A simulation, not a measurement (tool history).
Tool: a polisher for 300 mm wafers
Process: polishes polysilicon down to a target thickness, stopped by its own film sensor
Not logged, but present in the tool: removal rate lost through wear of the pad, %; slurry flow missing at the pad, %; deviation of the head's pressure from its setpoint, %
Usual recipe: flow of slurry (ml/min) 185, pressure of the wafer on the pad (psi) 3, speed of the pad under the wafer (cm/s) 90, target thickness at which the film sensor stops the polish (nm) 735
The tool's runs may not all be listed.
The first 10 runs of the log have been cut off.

run,hour,flow of slurry (ml/min),pressure of the wafer on the pad (psi),speed of the pad under the wafer (cm/s),target thickness at which the film sensor stops the polish (nm),wafers since the last listed run,wafers polished on this pad,hours since the slurry nozzle was cleaned,hours since the head pressure was calibrated,"incoming thickness of the incoming film, nm",time until the film sensor stopped the polish (s)
11,251.7,215,3,90,735,284,504,739,999,1182.7,64.8
12,282.7,185,3,90,686,323,827,770,1030,1159.6,69.4
13,301.9,185,2.7,90,735,200,1027,789.2,1049.2,1189.1,74.2
14,332.3,185,2.7,90,735,317,1344,819.6,1079.6,1199.4,74.8
15,368.1,185,2.7,90,735,373,1718,855.4,1115.4,1194.6,75.2
16,399.1,185,3,90,735,323,2041,886.4,1146.4,1167.2,63.1
# hour 427.5: worn pad replaced by a new one, of another model than before
# hour 432: slurry nozzle cleaned
17,473.9,185,3,90,735,727,473,41.9,1221.2,1181.2,63
18,494.8,185,3,90,735,217,691,62.8,1242.1,1180.7,61.4
19,507,185,3.4,112,735,127,818,75,1254.3,1179.6,51.7
20,540.7,125,3,112,656,351,1169,108.7,1288,1173.6,72.5
21,559.4,185,2.4,90,735,195,1364,127.4,1306.7,1172.5,72.9
# hour 568.2: head pressure recalibrated
# hour 620.4: worn pad replaced by a new one
22,627.4,250,3,70,597,646,73,195.4,59.2,1171.1,89.8
23,677.4,205,3,90,735,521,594,245.4,109.2,1190.5,66
24,700.5,185,3,104,611,240,835,268.5,132.3,1187.3,82.1
25,725,155,2.5,104,601,255,1091,293,156.8,1183.6,93.7
26,747,185,2.7,90,735,229,1320,315,178.8,1189.2,73.9
27,778.1,150,3,90,642,324,1645,346.1,209.9,1184.3,88.5
28,796.3,185,3,90,735,189,1835,364.3,228.1,1199.3,71.1
29,811.8,120,2.3,102,621,161,1996,379.8,243.6,1176.4,107.9

Run 30, settings as shown, results not yet in. Your forecast:
# hour 817.1: worn pad replaced by a new one
30,830.3,185,3,90,735,151,137,398.3,262.1,1183.2,?

Logged for run 30: time until the film sensor stopped the polish (s) 67.7.
Without the tool's hidden state the same run would have given time until the film sensor stopped the polish (s) 61.1.
